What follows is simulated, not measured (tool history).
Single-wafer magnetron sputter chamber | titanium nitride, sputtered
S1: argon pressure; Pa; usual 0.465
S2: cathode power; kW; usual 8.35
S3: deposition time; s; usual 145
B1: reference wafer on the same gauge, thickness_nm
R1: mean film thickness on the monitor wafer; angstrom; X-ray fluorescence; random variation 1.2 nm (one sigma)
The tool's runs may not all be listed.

run,hour,S1,S2,S3,B1,R1
1,0,0.465,8.35,145,188.713,2070.75
2,35.5,0.465,8.35,145,188.909,2031.68
3,52.5,0.465,8.35,145,189.231,2055.62
4,89.3,0.465,8.35,145,188.751,2062.72
5,109.8,0.465,8.35,145,188.797,2070.59
6,124.2,0.465,8.35,145,188.999,2067.29
7,222,0.465,8.35,128,189.061,1811.94
# hour 245.7: sputter target and shields replaced
# hour 248.1: capacitance manometer re-zeroed and calibrated
8,248.6,0.465,8.35,128,188.94,1858.65
# hour 268.2: gauge calibrated
9,271.7,0.465,8.35,128,189.463,1839.16
10,289.1,0.465,8.35,145,189.042,2110.81
11,323,0.465,8.35,145,188.94,2082.09
12,343.1,0.465,8.35,145,189.007,2090.52
13,369.9,0.465,8.35,145,188.615,2090.92
14,399.3,0.465,8.35,145,189.04,2091.8
15,431.8,0.304,8.35,122,189.094,1865.15
# hour 467: magnet pack replaced
16,467.5,0.641,6.75,134,189.045,1441.8
17,474.9,0.358,8.35,145,189.065,2178.94
18,500.2,0.534,8.35,119,188.702,1643.77
19,596.6,0.465,10.1,145,188.968,2506.18
20,625.9,0.367,6.4,160,189.123,1791.74
21,658.8,0.313,8.35,167,189.073,2532.17
22,689.9,0.465,8.35,174,188.746,2453.08
23,711.4,0.641,8.35,145,188.97,1887.95
# hour 728.5: sputter target and shields replaced
24,730.9,0.465,8.35,145,188.961,2090.87
25,762,0.465,8.35,145,188.936,2083.27
26,785,0.465,10,145,189.141,2500.88

Forecast each of these 4 alternatives for the next run:
A,785.4,0.465,8.35,145,?,?
B,785.4,0.465,8.35,171,?,?
C,785.4,0.382,8.35,156,?,?
D,785.4,0.465,7.65,145,?,?

run,B1,R1
A,189.245,2080.35
B,189.245,2453.38
C,189.245,2317.46
D,189.245,1905.95
Without the tool's hidden state the same runs would have given:
run,R1
A,2091.36
B,2466.36
C,2329.72
D,1916.04
